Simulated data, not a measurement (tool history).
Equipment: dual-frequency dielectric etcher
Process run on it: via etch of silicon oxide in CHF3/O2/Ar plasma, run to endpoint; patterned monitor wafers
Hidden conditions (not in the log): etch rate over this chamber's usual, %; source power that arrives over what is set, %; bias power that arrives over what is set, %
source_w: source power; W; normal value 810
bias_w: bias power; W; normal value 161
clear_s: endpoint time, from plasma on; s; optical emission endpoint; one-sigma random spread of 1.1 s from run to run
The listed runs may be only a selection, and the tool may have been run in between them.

| run | hour | source_w | bias_w | wafers since the last listed run | hours since the last wet clean | hours since the last source power generator calibration | hours since the last bias power generator calibration | hours since the last upper electrode change | incoming incoming film thickness, nm | clear_s |
|---|---|---|---|---|---|---|---|---|---|---|
| 1 | 0.0 | 810 | 161 | 0 | 71.7 | 858.9 | 3840.3 | 1630.9 | 485.0 | 213.7 |
| 2 | 40.2 | 810 | 161 | 250 | 111.9 | 899.1 | 3880.5 | 1671.1 | 487.2 | 214.1 |
| 3 | 149.1 | 930 | 177 | 679 | 220.8 | 1008.0 | 3989.4 | 1780.0 | 487.1 | 191.0 |
| 4 | 202.3 | 810 | 161 | 331 | 274.0 | 1061.2 | 4042.6 | 1833.2 | 483.3 | 208.6 |
| 5 | 249.7 | 810 | 161 | 295 | 321.4 | 1108.6 | 4090.0 | 1880.6 | 486.9 | 209.0 |
| 6 | 295.6 | 810 | 161 | 286 | 367.3 | 1154.5 | 4135.9 | 1926.5 | 483.4 | 203.8 |
|  | 515.6 | upper electrode replaced |
|  | 522.4 | wet clean of the chamber |
| 7 | 577.0 | 810 | 161 | 1563 | 54.6 | 1435.9 | 4417.3 | 61.4 | 486.3 | 211.5 |
| 8 | 631.3 | 810 | 180 | 338 | 108.9 | 1490.2 | 4471.6 | 115.7 | 486.3 | 204.6 |
|  | 637.1 | source power generator calibrated |
| 9 | 732.6 | 710 | 161 | 607 | 210.2 | 95.5 | 4572.9 | 217.0 | 482.2 | 229.9 |
| 10 | 776.9 | 710 | 161 | 276 | 254.5 | 139.8 | 4617.2 | 261.3 | 488.0 | 231.6 |
| 11 | 817.4 | 810 | 181 | 252 | 295.0 | 180.3 | 4657.7 | 301.8 | 484.5 | 205.9 |
|  | 864.2 | bias power generator calibrated |
| 12 | 969.4 | 940 | 125 | 923 | 447.0 | 332.3 | 105.2 | 453.8 | 481.5 | 204.1 |
| 13 | 1027.0 | 920 | 146 | 359 | 504.6 | 389.9 | 162.8 | 511.4 | 483.2 | 199.2 |
|  | 1086.5 | wet clean of the chamber |
| 14 | 1130.7 | 1010 | 161 | 497 | 44.2 | 493.6 | 266.5 | 615.1 | 484.3 | 195.0 |
| 15 | 1170.9 | 740 | 196 | 250 | 84.4 | 533.8 | 306.7 | 655.3 | 481.6 | 217.5 |
| 16 | 1209.8 | 900 | 161 | 242 | 123.3 | 572.7 | 345.6 | 694.2 | 488.1 | 207.4 |
| 17 | 1294.2 | 810 | 161 | 526 | 207.7 | 657.1 | 430.0 | 778.6 | 484.9 | 214.9 |
| 18 | 1345.1 | 810 | 161 | 317 | 258.6 | 708.0 | 480.9 | 829.5 | 487.1 | 216.0 |
| 19 | 1403.3 | 810 | 161 | 363 | 316.8 | 766.2 | 539.1 | 887.7 | 488.6 | 213.9 |
| 20 | 1504.8 | 810 | 161 | 633 | 418.3 | 867.7 | 640.6 | 989.2 | 482.2 | 210.1 |
| 21 | 1547.0 | 690 | 148 | 263 | 460.5 | 909.9 | 682.8 | 1031.4 | 487.1 | 236.2 |

Some steps in clear_s between neighbouring runs. How much of each would the tool show without its hidden state too (settings, what came in, random variation), and how much is left for the hidden state, with any gauge scatter that isn't in both results?
Run 6 -> 7: upper electrode replaced, wet clean of the chamber. clear_s +7.7 s: hidden state +4.7, all else +3.0.
Run 10 -> 11: source_w 710 -> 810, bias_w 161 -> 181. clear_s -25.7 s: hidden state -0.2, all else -25.5.
Run 13 -> 14: source_w 920 -> 1010, bias_w 146 -> 161, wet clean of the chamber. clear_s -4.2 s: hidden state +11.1, all else -15.3.
Run 20 -> 21: source_w 810 -> 690, bias_w 161 -> 148. clear_s +26.1 s: hidden state -1.8, all else +27.9.

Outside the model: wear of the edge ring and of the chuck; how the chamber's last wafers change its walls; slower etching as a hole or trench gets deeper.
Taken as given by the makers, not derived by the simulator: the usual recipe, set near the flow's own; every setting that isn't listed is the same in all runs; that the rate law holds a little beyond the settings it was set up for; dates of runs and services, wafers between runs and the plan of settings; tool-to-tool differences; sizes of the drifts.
